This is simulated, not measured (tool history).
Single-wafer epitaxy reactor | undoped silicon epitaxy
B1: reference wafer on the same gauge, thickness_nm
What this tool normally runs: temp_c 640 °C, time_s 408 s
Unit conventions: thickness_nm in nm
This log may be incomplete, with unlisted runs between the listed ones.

Run 1, hour 0.0: usual settings but temp_c 644 °C, time_s 390 s; B1 49.609. Result: thickness_nm 58.161 nm.
Run 2, hour 134.4: usual settings but temp_c 644 °C, time_s 390 s; B1 49.649. Result: thickness_nm 58.388 nm.
Run 3, hour 173.5: usual settings; B1 49.646. Result: thickness_nm 54.840 nm.
Run 4, hour 370.7: usual settings; B1 49.698. Result: thickness_nm 54.676 nm.
Run 5, hour 430.2: usual settings; B1 49.626. Result: thickness_nm 54.261 nm.
Run 6, hour 467.3: usual settings; B1 49.679. Result: thickness_nm 54.406 nm.
Run 7, hour 501.1: usual settings but temp_c 631 °C, time_s 390 s; B1 49.731. Result: thickness_nm 41.135 nm.
Run 8, hour 553.0: usual settings but temp_c 629 °C; B1 49.640. Result: thickness_nm 41.087 nm.
Run 9, hour 591.8: usual settings but temp_c 629 °C; B1 49.649. Result: thickness_nm 40.903 nm.
Run 10, hour 659.1: usual settings but temp_c 629 °C; B1 49.669. Result: thickness_nm 40.673 nm.
Run 11, hour 715.4: usual settings; B1 49.694. Result: thickness_nm 54.230 nm.
Run 12, hour 760.8: usual settings; B1 49.697. Result: thickness_nm 53.981 nm.
Run 13, hour 793.8: usual settings; B1 49.711. Result: thickness_nm 54.088 nm.
Run 14, hour 844.4: usual settings; B1 49.719. Result: thickness_nm 53.769 nm.
At hour 893.9: gauge calibrated.
Run 15, hour 916.1: usual settings but temp_c 643 °C; B1 49.730. Result: thickness_nm 58.075 nm.
At hour 947.0: pyrometer calibrated.
Run 16, hour 973.8: usual settings but time_s 478 s; B1 49.703. Result: thickness_nm 65.060 nm.
Run 17, hour 1018.0: usual settings but temp_c 649 °C; B1 49.733. Result: thickness_nm 69.793 nm.
Run 18, hour 1064.8: usual settings but temp_c 627 °C, time_s 448 s; B1 49.642. Result: thickness_nm 43.575 nm.
Run 19, hour 1120.6: usual settings but temp_c 651 °C, time_s 453 s; B1 49.681. Result: thickness_nm 81.164 nm.
Run 20, hour 1145.3: usual settings; B1 49.699. Result: thickness_nm 55.456 nm.
Run 21, hour 1213.5: usual settings; B1 49.725. Result: thickness_nm 55.497 nm.
Run 22, hour 1239.1: usual settings; B1 49.694. Result: thickness_nm 55.692 nm.
Run 23, hour 1285.5: usual settings but temp_c 632 °C, time_s 385 s; B1 49.690. Result: thickness_nm 42.607 nm.
Run 24, hour 1345.2: usual settings but temp_c 633 °C, time_s 384 s; B1 49.655. Result: thickness_nm 43.665 nm.
Run 25, hour 1383.2: usual settings but temp_c 629 °C, time_s 470 s; B1 49.676. Result: thickness_nm 48.063 nm.
Run 26, hour 1424.8: usual settings; B1 49.692. Result: thickness_nm 55.427 nm.
Run 27, hour 1457.5: usual settings but temp_c 650 °C, time_s 468 s; B1 49.637. Result: thickness_nm 81.624 nm.
Run 28, hour 1500.0: usual settings; B1 49.675. Result: thickness_nm 55.276 nm.
Run 29, hour 1556.7: usual settings but time_s 372 s; B1 49.688. Result: thickness_nm 50.619 nm.
Run 30, hour 1594.7: usual settings but temp_c 644 °C, time_s 441 s; B1 49.725. Result: thickness_nm 66.010 nm.
Run 31, hour 1643.8: usual settings but temp_c 627 °C; B1 49.720. Result: thickness_nm 39.466 nm.

Subtracting, for every run, the result it would have given without the tool's unlogged condition from the measured result gives the following. The same run-to-run variation enters both numbers; the gauge's scatter may not:
The hidden state here: wafer temperature above the value expected at the setpoint (K); gauge reads high (%).
run  thickness_nm
  1        -0.231
  2        -0.367
  3        -0.390
  4        -0.620
  5        -0.694
  6        -0.745
  7        -0.613
  8        -0.674
  9        -0.716
 10        -0.792
 11        -1.119
 12        -1.189
 13        -1.248
 14        -1.329
 15        -1.565
 16        +0.331
 17        +0.345
 18        +0.223
 19        +0.380
 20        +0.262
 21        +0.246
 22        +0.239
 23        +0.174
 24        +0.160
 25        +0.162
 26        +0.162
 27        +0.208
 28        +0.121
 29        +0.079
 30        +0.072
 31        +0.020
